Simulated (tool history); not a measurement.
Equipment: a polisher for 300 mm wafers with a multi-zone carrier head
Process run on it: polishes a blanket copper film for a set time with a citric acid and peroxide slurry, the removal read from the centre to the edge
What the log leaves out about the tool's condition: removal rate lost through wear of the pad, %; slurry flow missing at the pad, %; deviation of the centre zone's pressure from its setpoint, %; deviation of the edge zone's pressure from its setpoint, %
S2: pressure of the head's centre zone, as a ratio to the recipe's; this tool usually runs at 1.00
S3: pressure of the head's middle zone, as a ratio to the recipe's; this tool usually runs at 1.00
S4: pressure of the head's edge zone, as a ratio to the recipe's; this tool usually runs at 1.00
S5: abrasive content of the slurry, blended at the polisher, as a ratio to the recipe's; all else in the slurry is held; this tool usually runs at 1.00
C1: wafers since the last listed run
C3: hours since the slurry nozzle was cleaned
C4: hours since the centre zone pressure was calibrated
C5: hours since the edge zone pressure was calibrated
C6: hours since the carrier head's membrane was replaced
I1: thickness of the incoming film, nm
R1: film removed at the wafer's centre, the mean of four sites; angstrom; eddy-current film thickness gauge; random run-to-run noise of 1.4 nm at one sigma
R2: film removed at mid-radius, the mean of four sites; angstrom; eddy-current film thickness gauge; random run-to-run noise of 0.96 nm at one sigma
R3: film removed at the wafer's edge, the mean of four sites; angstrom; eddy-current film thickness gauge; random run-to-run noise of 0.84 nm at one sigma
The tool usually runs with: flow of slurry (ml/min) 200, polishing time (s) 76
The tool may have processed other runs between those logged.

{"run": 1, "day": 0.0, "flow of slurry (ml/min)": 200, "S2": 1.0, "S3": 0.92, "S4": 1.0, "S5": 1.0, "polishing time (s)": 76, "C1": 0, "wafers polished on this pad": 16, "C3": 8.1, "C4": 124.0, "C5": 1.6, "C6": 1348.5, "I1": 894.3, "R1": 941, "R2": 850, "R3": 932}
{"run": 2, "day": 0.733, "flow of slurry (ml/min)": 180, "S2": 1.0, "S3": 1.0, "S4": 1.0, "S5": 1.1, "polishing time (s)": 76, "C1": 100, "wafers polished on this pad": 117, "C3": 25.7, "C4": 141.6, "C5": 19.2, "C6": 1366.1, "I1": 888.4, "R1": 903, "R2": 913, "R3": 962}
{"run": 3, "day": 1.242, "flow of slurry (ml/min)": 200, "S2": 1.0, "S3": 1.0, "S4": 1.0, "S5": 1.0, "polishing time (s)": 76, "C1": 70, "wafers polished on this pad": 187, "C3": 37.9, "C4": 153.8, "C5": 31.4, "C6": 1378.3, "I1": 883.6, "R1": 907, "R2": 912, "R3": 932}
{"run": 4, "day": 1.954, "flow of slurry (ml/min)": 200, "S2": 1.0, "S3": 1.0, "S4": 1.0, "S5": 1.0, "polishing time (s)": 92, "C1": 98, "wafers polished on this pad": 285, "C3": 55.0, "C4": 170.9, "C5": 48.5, "C6": 1395.4, "I1": 900.4, "R1": 1097, "R2": 1081, "R3": 1114}
{"run": 5, "day": 2.646, "flow of slurry (ml/min)": 200, "S2": 1.0, "S3": 1.0, "S4": 1.0, "S5": 1.0, "polishing time (s)": 76, "C1": 95, "wafers polished on this pad": 381, "C3": 71.6, "C4": 187.5, "C5": 65.1, "C6": 1412.0, "I1": 887.6, "R1": 897, "R2": 883, "R3": 932}
{"run": 6, "day": 2.971, "flow of slurry (ml/min)": 200, "S2": 1.0, "S3": 1.0, "S4": 1.0, "S5": 1.0, "polishing time (s)": 76, "C1": 44, "wafers polished on this pad": 425, "C3": 79.4, "C4": 195.3, "C5": 72.9, "C6": 1419.8, "I1": 882.9, "R1": 913, "R2": 903, "R3": 933}
{"run": 7, "day": 3.292, "flow of slurry (ml/min)": 200, "S2": 1.0, "S3": 0.92, "S4": 1.0, "S5": 0.85, "polishing time (s)": 76, "C1": 44, "wafers polished on this pad": 470, "C3": 87.1, "C4": 203.0, "C5": 80.6, "C6": 1427.5, "I1": 891.0, "R1": 857, "R2": 801, "R3": 868}
{"day": 3.862, "done": "carrier head's membrane replaced by a new one"}
{"run": 8, "day": 3.883, "flow of slurry (ml/min)": 200, "S2": 0.97, "S3": 1.0, "S4": 0.92, "S5": 1.0, "polishing time (s)": 76, "C1": 52, "wafers polished on this pad": 522, "C3": 101.3, "C4": 217.2, "C5": 94.8, "C6": 0.5, "I1": 905.9, "R1": 852, "R2": 894, "R3": 880}
{"day": 4.442, "done": "worn pad replaced by a new one, repeated, since the last time left the tool worse"}
{"run": 9, "day": 4.462, "flow of slurry (ml/min)": 135, "S2": 1.0, "S3": 1.08, "S4": 0.9, "S5": 1.0, "polishing time (s)": 60, "C1": 56, "wafers polished on this pad": 3, "C3": 115.2, "C4": 231.1, "C5": 108.7, "C6": 14.4, "I1": 898.9, "R1": 748, "R2": 826, "R3": 766}
{"run": 10, "day": 4.867, "flow of slurry (ml/min)": 200, "S2": 1.0, "S3": 1.0, "S4": 1.0, "S5": 1.0, "polishing time (s)": 76, "C1": 55, "wafers polished on this pad": 58, "C3": 124.9, "C4": 240.8, "C5": 118.4, "C6": 24.1, "I1": 890.8, "R1": 1060, "R2": 1048, "R3": 1082}
{"run": 11, "day": 5.175, "flow of slurry (ml/min)": 180, "S2": 1.0, "S3": 1.0, "S4": 1.09, "S5": 1.0, "polishing time (s)": 76, "C1": 42, "wafers polished on this pad": 101, "C3": 132.3, "C4": 248.2, "C5": 125.8, "C6": 31.5, "I1": 892.2, "R1": 1021, "R2": 1013, "R3": 1101}
{"run": 12, "day": 5.746, "flow of slurry (ml/min)": 200, "S2": 0.94, "S3": 1.0, "S4": 1.0, "S5": 1.15, "polishing time (s)": 76, "C1": 78, "wafers polished on this pad": 179, "C3": 146.0, "C4": 261.9, "C5": 139.5, "C6": 45.2, "I1": 899.2, "R1": 1032, "R2": 1084, "R3": 1125}
{"run": 13, "day": 6.383, "flow of slurry (ml/min)": 200, "S2": 1.04, "S3": 0.94, "S4": 1.09, "S5": 1.0, "polishing time (s)": 83, "C1": 87, "wafers polished on this pad": 267, "C3": 161.3, "C4": 277.2, "C5": 154.8, "C6": 60.5, "I1": 874.7, "R1": 1190, "R2": 1073, "R3": 1231}
{"run": 14, "day": 7.125, "flow of slurry (ml/min)": 200, "S2": 1.0, "S3": 1.0, "S4": 1.11, "S5": 1.0, "polishing time (s)": 62, "C1": 102, "wafers polished on this pad": 369, "C3": 179.1, "C4": 295.0, "C5": 172.6, "C6": 78.3, "I1": 890.8, "R1": 838, "R2": 822, "R3": 910}
{"run": 15, "day": 9.242, "flow of slurry (ml/min)": 155, "S2": 1.0, "S3": 1.0, "S4": 1.0, "S5": 1.0, "polishing time (s)": 76, "C1": 291, "wafers polished on this pad": 661, "C3": 229.9, "C4": 345.8, "C5": 223.4, "C6": 129.1, "I1": 883.7, "R1": 958, "R2": 972, "R3": 1006}
{"run": 16, "day": 9.979, "flow of slurry (ml/min)": 200, "S2": 1.0, "S3": 1.0, "S4": 1.0, "S5": 1.0, "polishing time (s)": 76, "C1": 101, "wafers polished on this pad": 762, "C3": 247.6, "C4": 363.5, "C5": 241.1, "C6": 146.8, "I1": 875.2, "R1": 1002, "R2": 1023, "R3": 1038}
{"run": 17, "day": 10.367, "flow of slurry (ml/min)": 200, "S2": 1.0, "S3": 1.0, "S4": 1.09, "S5": 1.0, "polishing time (s)": 76, "C1": 53, "wafers polished on this pad": 816, "C3": 256.9, "C4": 372.8, "C5": 250.4, "C6": 156.1, "I1": 889.9, "R1": 1012, "R2": 990, "R3": 1085}
{"run": 18, "day": 10.788, "flow of slurry (ml/min)": 200, "S2": 1.0, "S3": 1.0, "S4": 1.0, "S5": 1.0, "polishing time (s)": 76, "C1": 57, "wafers polished on this pad": 874, "C3": 267.0, "C4": 382.9, "C5": 260.5, "C6": 166.2, "I1": 887.2, "R1": 1005, "R2": 1003, "R3": 1034}

What will run 19 give?
{"run": 19, "day": 11.488, "flow of slurry (ml/min)": 160, "S2": 0.91, "S3": 1.09, "S4": 1.0, "S5": 1.0, "polishing time (s)": 76, "C1": 96, "wafers polished on this pad": 970, "C3": 283.8, "C4": 399.7, "C5": 277.3, "C6": 183.0, "I1": 908.0, "R1": "?", "R2": "?", "R3": "?"}

Run 19 gave R1 871 angstrom, R2 1048 angstrom, R3 986 angstrom.
With no hidden state in the tool, this same run would have given R1 916 angstrom, R2 1101 angstrom, R3 1036 angstrom.

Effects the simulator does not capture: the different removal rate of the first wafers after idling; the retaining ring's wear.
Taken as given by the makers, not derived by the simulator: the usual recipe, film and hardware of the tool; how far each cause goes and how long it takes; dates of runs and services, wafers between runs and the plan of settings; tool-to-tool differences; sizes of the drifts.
